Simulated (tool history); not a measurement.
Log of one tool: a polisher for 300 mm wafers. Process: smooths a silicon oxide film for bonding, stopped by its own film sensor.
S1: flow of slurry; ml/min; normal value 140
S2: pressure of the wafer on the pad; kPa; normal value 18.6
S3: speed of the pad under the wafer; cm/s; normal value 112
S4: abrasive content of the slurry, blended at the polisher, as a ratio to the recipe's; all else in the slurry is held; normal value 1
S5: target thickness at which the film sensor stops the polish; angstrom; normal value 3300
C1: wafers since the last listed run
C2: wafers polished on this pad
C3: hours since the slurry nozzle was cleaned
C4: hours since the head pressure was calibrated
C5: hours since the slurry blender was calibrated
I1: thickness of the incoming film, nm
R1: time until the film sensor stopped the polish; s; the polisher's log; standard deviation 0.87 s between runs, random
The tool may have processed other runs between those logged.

{"run": 1, "hour": 0.0, "S1": 140, "S2": 18.6, "S3": 112, "S4": 1, "S5": 3300, "C1": 0, "C2": 535, "C3": 395.6, "C4": 140.8, "C5": 210.9, "I1": 404.7, "R1": 88.8}
{"run": 2, "hour": 105.6, "S1": 140, "S2": 20, "S3": 112, "S4": 1, "S5": 3300, "C1": 1262, "C2": 1797, "C3": 501.2, "C4": 246.4, "C5": 316.5, "I1": 418.9, "R1": 100.8}
{"hour": 190.1, "done": "slurry nozzle cleaned"}
{"run": 3, "hour": 198.9, "S1": 140, "S2": 20, "S3": 112, "S4": 1, "S5": 3300, "C1": 1103, "C2": 2901, "C3": 8.8, "C4": 339.7, "C5": 409.8, "I1": 411, "R1": 94.7}
{"run": 4, "hour": 240.0, "S1": 140, "S2": 20, "S3": 112, "S4": 1, "S5": 3300, "C1": 491, "C2": 3392, "C3": 49.9, "C4": 380.8, "C5": 450.9, "I1": 410.1, "R1": 93.9}
{"run": 5, "hour": 312.2, "S1": 140, "S2": 18.6, "S3": 130, "S4": 1, "S5": 3300, "C1": 863, "C2": 4255, "C3": 122.1, "C4": 453, "C5": 523.1, "I1": 406.3, "R1": 87.5}
{"hour": 365.0, "done": "slurry blender recalibrated"}
{"run": 6, "hour": 410.6, "S1": 140, "S2": 16.5, "S3": 112, "S4": 1, "S5": 3300, "C1": 1152, "C2": 5407, "C3": 220.5, "C4": 551.4, "C5": 45.6, "I1": 410.1, "R1": 105.3}
{"hour": 432.6, "done": "worn pad replaced by a new one"}
{"hour": 451.4, "done": "head pressure recalibrated"}
{"run": 7, "hour": 473.3, "S1": 140, "S2": 16.5, "S3": 112, "S4": 1, "S5": 3300, "C1": 677, "C2": 462, "C3": 283.2, "C4": 21.9, "C5": 108.3, "I1": 406.7, "R1": 100.4}
{"run": 8, "hour": 628.3, "S1": 140, "S2": 16.5, "S3": 112, "S4": 1, "S5": 3300, "C1": 1852, "C2": 2314, "C3": 438.2, "C4": 176.9, "C5": 263.3, "I1": 405, "R1": 101}
{"run": 9, "hour": 704.0, "S1": 140, "S2": 18.6, "S3": 112, "S4": 1, "S5": 3300, "C1": 904, "C2": 3219, "C3": 513.9, "C4": 252.6, "C5": 339, "I1": 416.1, "R1": 104.1}
{"hour": 743.6, "done": "slurry nozzle cleaned"}
{"run": 10, "hour": 762.7, "S1": 140, "S2": 18.6, "S3": 112, "S4": 1, "S5": 3300, "C1": 689, "C2": 3909, "C3": 19.1, "C4": 311.3, "C5": 397.7, "I1": 403.4, "R1": 90.7}
{"run": 11, "hour": 836.0, "S1": 140, "S2": 18.6, "S3": 112, "S4": 1, "S5": 3300, "C1": 876, "C2": 4785, "C3": 92.4, "C4": 384.6, "C5": 471, "I1": 409.4, "R1": 99.9}
{"hour": 864.5, "done": "slurry blender recalibrated"}
{"run": 12, "hour": 900.0, "S1": 140, "S2": 18.6, "S3": 112, "S4": 1, "S5": 3300, "C1": 741, "C2": 5526, "C3": 156.4, "C4": 448.6, "C5": 35.5, "I1": 408, "R1": 90.7}
{"hour": 942.7, "done": "worn pad replaced by a new one"}
{"run": 13, "hour": 947.2, "S1": 140, "S2": 18.6, "S3": 132, "S4": 1, "S5": 3170, "C1": 516, "C2": 53, "C3": 203.6, "C4": 495.8, "C5": 82.7, "I1": 404.6, "R1": 89.5}
{"hour": 952.8, "done": "head pressure recalibrated"}
{"run": 14, "hour": 1024.7, "S1": 175, "S2": 14.5, "S3": 146, "S4": 0.85, "S5": 3300, "C1": 902, "C2": 955, "C3": 281.1, "C4": 71.9, "C5": 160.2, "I1": 411.8, "R1": 106.4}
{"run": 15, "hour": 1118.2, "S1": 140, "S2": 18.6, "S3": 112, "S4": 1, "S5": 3300, "C1": 1117, "C2": 2073, "C3": 374.6, "C4": 165.4, "C5": 253.7, "I1": 416.7, "R1": 102.6}
{"run": 16, "hour": 1205.4, "S1": 140, "S2": 18.6, "S3": 112, "S4": 1, "S5": 3300, "C1": 1042, "C2": 3115, "C3": 461.8, "C4": 252.6, "C5": 340.9, "I1": 406, "R1": 91.7}
{"hour": 1267.0, "done": "slurry nozzle cleaned"}
{"run": 17, "hour": 1300.1, "S1": 140, "S2": 24.1, "S3": 150, "S4": 1, "S5": 3430, "C1": 1120, "C2": 4235, "C3": 33.1, "C4": 347.3, "C5": 435.6, "I1": 411.7, "R1": 54.3}
{"hour": 1378.4, "done": "slurry blender recalibrated"}
{"run": 18, "hour": 1378.9, "S1": 155, "S2": 22.8, "S3": 112, "S4": 1.15, "S5": 3080, "C1": 918, "C2": 5153, "C3": 111.9, "C4": 426.1, "C5": 0.5, "I1": 410.4, "R1": 90.1}
{"run": 19, "hour": 1477.6, "S1": 115, "S2": 18.6, "S3": 148, "S4": 1.15, "S5": 3300, "C1": 1179, "C2": 6333, "C3": 210.6, "C4": 524.8, "C5": 99.2, "I1": 414, "R1": 82.5}
{"hour": 1491.5, "done": "worn pad replaced by a new one"}
{"hour": 1506.0, "done": "head pressure recalibrated"}
{"run": 20, "hour": 1555.9, "S1": 115, "S2": 14.5, "S3": 112, "S4": 0.9, "S5": 3500, "C1": 864, "C2": 746, "C3": 288.9, "C4": 49.9, "C5": 177.5, "I1": 404.5, "R1": 89.7}
{"run": 21, "hour": 1605.2, "S1": 140, "S2": 15.9, "S3": 112, "S4": 1, "S5": 3300, "C1": 589, "C2": 1335, "C3": 338.2, "C4": 99.2, "C5": 226.8, "I1": 412.7, "R1": 116.3}
{"run": 22, "hour": 1651.7, "S1": 140, "S2": 18.6, "S3": 78, "S4": 0.85, "S5": 3300, "C1": 555, "C2": 1891, "C3": 384.7, "C4": 145.7, "C5": 273.3, "I1": 407.6, "R1": 127.6}
{"run": 23, "hour": 1738.1, "S1": 140, "S2": 18.6, "S3": 112, "S4": 1, "S5": 3300, "C1": 1032, "C2": 2924, "C3": 471.1, "C4": 232.1, "C5": 359.7, "I1": 405, "R1": 92.1}
{"run": 24, "hour": 1842.7, "S1": 95, "S2": 24.1, "S3": 100, "S4": 1, "S5": 3300, "C1": 1250, "C2": 4174, "C3": 575.7, "C4": 336.7, "C5": 464.3, "I1": 413.5, "R1": 93.4}
{"hour": 1844.8, "done": "slurry nozzle cleaned"}
{"hour": 1894.4, "done": "slurry blender recalibrated"}
{"run": 25, "hour": 1945.3, "S1": 140, "S2": 15.2, "S3": 148, "S4": 1, "S5": 3300, "C1": 1190, "C2": 5365, "C3": 100.5, "C4": 439.3, "C5": 50.9, "I1": 410.6, "R1": 95.5}
{"hour": 1995.9, "done": "worn pad replaced by a new one"}
{"run": 26, "hour": 2012.2, "S1": 140, "S2": 18.6, "S3": 112, "S4": 1, "S5": 3300, "C1": 751, "C2": 194, "C3": 167.4, "C4": 506.2, "C5": 117.8, "I1": 417.1, "R1": 102.8}
{"hour": 2020.2, "done": "head pressure recalibrated"}
{"run": 27, "hour": 2119.2, "S1": 90, "S2": 24.8, "S3": 112, "S4": 1, "S5": 3300, "C1": 1255, "C2": 1449, "C3": 274.4, "C4": 99, "C5": 224.8, "I1": 413.5, "R1": 79.8}
{"run": 28, "hour": 2221.9, "S1": 140, "S2": 18.6, "S3": 122, "S4": 1, "S5": 3210, "C1": 1227, "C2": 2677, "C3": 377.1, "C4": 201.7, "C5": 327.5, "I1": 401.1, "R1": 92.3}
{"run": 29, "hour": 2284.1, "S1": 140, "S2": 18.6, "S3": 112, "S4": 1, "S5": 3300, "C1": 743, "C2": 3420, "C3": 439.3, "C4": 263.9, "C5": 389.7, "I1": 411, "R1": 100.5}

Same runs, no hidden state in the tool, same run-to-run variation:
What the log doesn't record here: removal rate lost through wear of the pad, %; slurry flow missing at the pad, %; deviation of the head's pressure from its setpoint, %; abrasive missing from the slurry, %.
run=1 R1=81.2
run=2 R1=90.1
run=3 R1=83.2
run=4 R1=82
run=5 R1=75.4
run=6 R1=98.1
run=7 R1=95.6
run=8 R1=91.9
run=9 R1=93
run=10 R1=80
run=11 R1=86.7
run=12 R1=84.8
run=13 R1=85.7
run=14 R1=98.7
run=15 R1=93.2
run=16 R1=81.7
run=17 R1=47.3
run=18 R1=85.8
run=19 R1=73.7
run=20 R1=82.6
run=21 R1=106
run=22 R1=114.3
run=23 R1=81.5
run=24 R1=80.9
run=25 R1=88.4
run=26 R1=96.9
run=27 R1=72.9
run=28 R1=82.3
run=29 R1=88.5
